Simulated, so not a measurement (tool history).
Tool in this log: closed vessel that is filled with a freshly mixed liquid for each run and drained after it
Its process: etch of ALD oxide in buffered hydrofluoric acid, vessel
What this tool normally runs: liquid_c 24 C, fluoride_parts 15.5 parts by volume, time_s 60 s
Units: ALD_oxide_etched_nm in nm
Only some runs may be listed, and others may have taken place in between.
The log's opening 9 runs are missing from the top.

run,hour,liquid_c,fluoride_parts,time_s,"read-back film thickness of the ALD oxide reference wafer, read on the same gauge (nm)",ALD_oxide_etched_nm
10,279.8,24,15.5,60,49.99,97.6
# hour 307.6: gauge calibrated
11,311.8,24,15.5,60,50.03,100.18
# hour 324.8: hydrofluoric acid flow meter replaced
12,340.1,24,15.5,60,49.93,92.6
13,372.3,24,15.5,60,50.05,91.21
14,406.4,24,15.5,60,49.98,91.13
15,462.9,24,15.5,60,50.02,93.73
16,490.1,24,15.5,60,50,93.15
17,517.3,24,19.5,60,49.97,75.38
18,536.4,25.5,18,90,49.99,132.97
# hour 560.8: thermometer replaced
19,572.4,24,19.5,60,49.99,75.64
20,589.2,24,15.5,60,50.03,94.88
21,610.7,20.5,21,85,49.99,82.94
22,632.4,21,15.5,60,49.98,80.87
23,665,21,12,75,49.95,129.66
24,700.5,27,15.5,60,49.98,113.28
25,727.2,24,15.5,60,49.98,96.61
26,745.1,21.5,19.5,85,50.01,94.62
27,768.1,22.5,13.5,30,50.01,50.91
28,782.5,21.5,10,40,50.03,85.16
29,815,27.5,10,60,50,176.98
30,828.6,22,10,80,50.04,173.94
31,858.2,26.5,18,30,49.98,49.05
32,893,25.5,15.5,30,50.05,54.37
33,924.3,27,10,75,50.02,218.21
34,954.8,25.5,13,50,49.98,108.51

Branching from run 34: 4 alternative next runs. What would each branch give?
A,955.5,24,11,60,?,?
B,955.5,25.5,15.5,85,?,?
C,955.5,22,10.5,40,?,?
D,955.5,20.5,15.5,75,?,?

run,"read-back film thickness of the ALD oxide reference wafer, read on the same gauge (nm)",ALD_oxide_etched_nm
A,50.07,140.52
B,50.07,155.21
C,50.07,86.43
D,50.07,104.04
What these runs would have given with no unlogged condition in the tool:
run,ALD_oxide_etched_nm
A,126.99
B,139.51
C,79.38
D,93.5

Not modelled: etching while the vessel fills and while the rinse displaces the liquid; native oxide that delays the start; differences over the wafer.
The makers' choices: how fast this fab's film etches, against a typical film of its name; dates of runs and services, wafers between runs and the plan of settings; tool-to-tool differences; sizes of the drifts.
